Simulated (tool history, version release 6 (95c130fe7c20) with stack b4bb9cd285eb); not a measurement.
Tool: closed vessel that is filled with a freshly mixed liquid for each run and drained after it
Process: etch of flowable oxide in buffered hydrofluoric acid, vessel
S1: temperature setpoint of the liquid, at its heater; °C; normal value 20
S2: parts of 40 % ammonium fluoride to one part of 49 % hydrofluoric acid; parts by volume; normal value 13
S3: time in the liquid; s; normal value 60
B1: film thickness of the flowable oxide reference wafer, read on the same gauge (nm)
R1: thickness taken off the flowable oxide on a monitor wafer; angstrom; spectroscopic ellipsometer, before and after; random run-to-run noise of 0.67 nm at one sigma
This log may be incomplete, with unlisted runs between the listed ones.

{"run": 1, "day": 0.0, "S1": 22, "S2": 11.5, "S3": 60, "B1": 109.97, "R1": 1120.3}
{"run": 2, "day": 0.662, "S1": 20, "S2": 10.5, "S3": 75, "B1": 110.03, "R1": 1342.6}
{"run": 3, "day": 1.204, "S1": 20, "S2": 16.5, "S3": 60, "B1": 110.01, "R1": 709.9}
{"run": 4, "day": 1.671, "S1": 20, "S2": 16.5, "S3": 60, "B1": 109.98, "R1": 707.5}
{"run": 5, "day": 1.929, "S1": 20, "S2": 13, "S3": 60, "B1": 109.95, "R1": 899.8}
{"run": 6, "day": 2.262, "S1": 20, "S2": 13, "S3": 55, "B1": 110.03, "R1": 838.3}
{"run": 7, "day": 2.654, "S1": 20, "S2": 13, "S3": 55, "B1": 109.97, "R1": 818}
{"run": 8, "day": 3.125, "S1": 20, "S2": 11.5, "S3": 60, "B1": 110.06, "R1": 1007.3}
{"run": 9, "day": 3.812, "S1": 20, "S2": 11.5, "S3": 60, "B1": 109.99, "R1": 1014.5}
{"run": 10, "day": 4.246, "S1": 21, "S2": 13, "S3": 60, "B1": 109.94, "R1": 954.1}
{"run": 11, "day": 4.917, "S1": 21, "S2": 13, "S3": 60, "B1": 110.02, "R1": 966.7}
{"run": 12, "day": 5.558, "S1": 20, "S2": 13, "S3": 60, "B1": 109.98, "R1": 901.7}
{"run": 13, "day": 6.0, "S1": 23, "S2": 13, "S3": 50, "B1": 110, "R1": 877.2}
{"run": 14, "day": 6.342, "S1": 20, "S2": 12, "S3": 60, "B1": 110, "R1": 974.1}
{"run": 15, "day": 6.629, "S1": 20, "S2": 13, "S3": 60, "B1": 110.04, "R1": 896.5}
{"run": 16, "day": 7.008, "S1": 24, "S2": 9.5, "S3": 35, "B1": 109.95, "R1": 877.5}
{"day": 7.054, "done": "hydrofluoric acid flow meter replaced"}
{"run": 17, "day": 7.533, "S1": 20, "S2": 13, "S3": 60, "B1": 109.99, "R1": 796.9}
{"run": 18, "day": 8.825, "S1": 17.5, "S2": 10.5, "S3": 30, "B1": 109.98, "R1": 432.6}
{"day": 9.238, "done": "gauge calibrated"}
{"run": 19, "day": 9.479, "S1": 24.5, "S2": 15, "S3": 60, "B1": 110, "R1": 914}
{"run": 20, "day": 10.046, "S1": 24.5, "S2": 13, "S3": 60, "B1": 109.95, "R1": 1041.1}
{"run": 21, "day": 10.529, "S1": 20, "S2": 9.5, "S3": 45, "B1": 109.99, "R1": 812.5}
{"run": 22, "day": 11.133, "S1": 20, "S2": 13, "S3": 30, "B1": 109.97, "R1": 406.6}
{"day": 11.271, "done": "thermometer replaced"}
{"run": 23, "day": 11.517, "S1": 20, "S2": 13, "S3": 60, "B1": 109.98, "R1": 809.3}
{"run": 24, "day": 12.142, "S1": 22.5, "S2": 13, "S3": 60, "B1": 110.02, "R1": 925.6}
{"run": 25, "day": 12.412, "S1": 25, "S2": 13, "S3": 60, "B1": 110.02, "R1": 1058.1}
{"run": 26, "day": 12.829, "S1": 20, "S2": 13, "S3": 60, "B1": 109.97, "R1": 806.7}
{"run": 27, "day": 13.271, "S1": 17, "S2": 13, "S3": 45, "B1": 110, "R1": 513.5}
{"run": 28, "day": 14.908, "S1": 20, "S2": 13, "S3": 35, "B1": 109.97, "R1": 474.6}
{"run": 29, "day": 16.438, "S1": 23.5, "S2": 15.5, "S3": 40, "B1": 109.99, "R1": 544.6}
{"run": 30, "day": 16.921, "S1": 22.5, "S2": 17.5, "S3": 45, "B1": 110.02, "R1": 526.5}
{"run": 31, "day": 17.267, "S1": 17, "S2": 13, "S3": 60, "B1": 110.03, "R1": 691.1}
{"run": 32, "day": 17.588, "S1": 20, "S2": 15.5, "S3": 40, "B1": 109.97, "R1": 464.1}

What if the next run were any one of these 5? Each begins from the tool's condition after run 32:
{"run": "A", "day": 17.617, "S1": 20, "S2": 13, "S3": 60, "B1": "?", "R1": "?"}
{"run": "B", "day": 17.617, "S1": 18, "S2": 13, "S3": 60, "B1": "?", "R1": "?"}
{"run": "C", "day": 17.617, "S1": 20, "S2": 9, "S3": 70, "B1": "?", "R1": "?"}
{"run": "D", "day": 17.617, "S1": 20, "S2": 16.5, "S3": 90, "B1": "?", "R1": "?"}
{"run": "E", "day": 17.617, "S1": 23.5, "S2": 17.5, "S3": 75, "B1": "?", "R1": "?"}

run=A B1=110 R1=811.4
run=B B1=110 R1=724.8
run=C B1=110 R1=1310.1
run=D B1=110 R1=962.9
run=E B1=110 R1=919.4
With no hidden state in the tool, these same runs would have given:
run=A R1=793.6
run=B R1=708.9
run=C R1=1278.4
run=D R1=941.7
run=E R1=899.2
